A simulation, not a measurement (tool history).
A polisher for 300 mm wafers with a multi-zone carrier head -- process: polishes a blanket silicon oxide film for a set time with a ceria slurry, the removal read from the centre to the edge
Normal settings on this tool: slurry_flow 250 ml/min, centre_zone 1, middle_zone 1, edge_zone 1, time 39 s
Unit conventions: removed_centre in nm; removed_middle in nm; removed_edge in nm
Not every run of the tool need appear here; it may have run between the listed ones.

run    hour  slurry_flow  centre_zone  middle_zone  edge_zone  time  wafers since the last listed run  wafers polished on this pad  hours since the slurry nozzle was cleaned  hours since the centre zone pressure was calibrated  hours since the edge zone pressure was calibrated  hours since the carrier head's membrane was replaced  incoming thickness of the incoming film, nm  removed_centre  removed_middle  removed_edge
  1       0          250            1            1       1.07    39                                 0                          964                                       81.7                                                327.7                                             1256.1                                                 871.8                                        846.3             238           230.3         247.6
  2    60.3          250            1         1.07          1    39                               544                         1508                                        142                                                  388                                             1316.4                                                 932.1                                        851.2           234.1           237.6           242
  3   118.6          250            1         1.07          1    39                               526                         2035                                      200.3                                                446.3                                             1374.7                                                 990.4                                        833.9           232.5             238         238.5
  4   152.1          250            1         1.07          1    39                               302                         2337                                      233.8                                                479.8                                             1408.2                                                1023.9                                        832.3           231.8           238.5         239.8
      191.9  -- edge zone pressure recalibrated
      224.5  -- centre zone pressure recalibrated
  5     225          250            1            1          1    39                               622                         2959                                      306.7                                                  0.5                                               33.1                                                1096.8                                        858.5           231.8           221.9         236.2
  6   271.1          250            1            1          1    39                               416                         3376                                      352.8                                                 46.6                                               79.2                                                1142.9                                        836.1           228.5           227.2         239.2
      299.4  -- worn pad replaced by a new one
  7   320.6          250            1            1          1    39                               410                          191                                      402.3                                                 96.1                                              128.7                                                1192.4                                        850.4           226.6           226.2         240.8
      534.1  -- carrier head's membrane replaced by a new one
  8   534.6          295         0.94            1          1    39                              1887                         2078                                      616.3                                                310.1                                              342.7                                                   0.5                                        850.9           215.9           224.2         244.7
  9   594.3          310         1.11          1.1          1    46                               539                         2617                                        676                                                369.8                                              402.4                                                  60.2                                        859.1           298.5           286.1         278.1
      613.5  -- slurry nozzle cleaned
      655.2  -- worn pad replaced by a new one
 10   655.7          250            1         1.07          1    39                               509                            4                                       42.2                                                431.2                                              463.8                                                 121.6                                        856.5             235           244.6         239.3
 11   707.8          250            1            1          1    39                               470                          474                                       94.3                                                483.3                                              515.9                                                 173.7                                        850.1           237.2           232.3         243.9
 12   742.3          195            1            1       0.94    39                               311                          786                                      128.8                                                517.8                                              550.4                                                 208.2                                        860.4           222.6           221.6         228.5
      757.3  -- centre zone pressure recalibrated
 13   774.5          250            1            1          1    33                               272                         1058                                        161                                                 17.2                                              582.6                                                 240.4                                        852.7           198.5           193.4         203.9
 14   840.3          250         0.96            1          1    39                               594                         1653                                      226.8                                                   83                                              648.4                                                 306.2                                        853.9           223.1           228.6         242.9
 15   905.6          305         1.08         1.04          1    47                               589                         2242                                      292.1                                                148.3                                              713.7                                                 371.5                                        846.5           310.8           288.4         296.4
 16   939.9          250            1            1          1    39                               309                         2552                                      326.4                                                182.6                                                748                                                 405.8                                        854.5           231.3           226.1         239.9
      972.1  -- worn pad replaced by a new one
 17   982.8          275            1         0.95          1    39                               351                           96                                      369.3                                                225.5                                              790.9                                                 448.7                                        853.4           234.8           218.6           237
 18    1014          330         0.94            1          1    35                               281                          378                                      400.5                                                256.7                                              822.1                                                 479.9                                        862.6           200.3           207.5         224.6
 19  1083.8          250            1            1          1    39                               630                         1008                                      470.3                                                326.5                                              891.9                                                 549.7                                        849.3           227.5           219.5         236.1
 20  1220.7          340            1            1          1    39                              1236                         2245                                      607.2                                                463.4                                             1028.8                                                 686.6                                        843.5           236.5           229.2           240
 21  1286.8          250            1            1          1    39                               596                         2842                                      673.3                                                529.5                                             1094.9                                                 752.7                                        853.1           217.9           212.3         229.8
 22  1325.3          250            1            1          1    39                               347                         3189                                      711.8                                                  568                                             1133.4                                                 791.2                                        842.1           215.4           212.6         231.9

Hidden state or all else? Some run-to-run changes of removed_centre, split into what the settings, what came in and random variation would give without the hidden state, and what is left for the hidden state (with any gauge scatter that isn't in both results):
Hidden state present: removal rate lost through wear of the pad, %; slurry flow missing at the pad, %; deviation of the centre zone's pressure from its setpoint, %; deviation of the edge zone's pressure from its setpoint, %.
Run 8 -> 9: slurry_flow 295 -> 310, centre_zone 0.94 -> 1.11, middle_zone 1 -> 1.1, time 39 -> 46. removed_centre +82.6 nm: hidden state -7.4, all else +90.
Run 9 -> 10: slurry_flow 310 -> 250, centre_zone 1.11 -> 1, middle_zone 1.1 -> 1.07, time 46 -> 39, slurry nozzle cleaned, worn pad replaced by a new one. removed_centre -63.5 nm: hidden state +20.4, all else -83.9.
Run 14 -> 15: slurry_flow 250 -> 305, centre_zone 0.96 -> 1.08, middle_zone 1 -> 1.04, time 39 -> 47. removed_centre +87.7 nm: hidden state -2.4, all else +90.1.
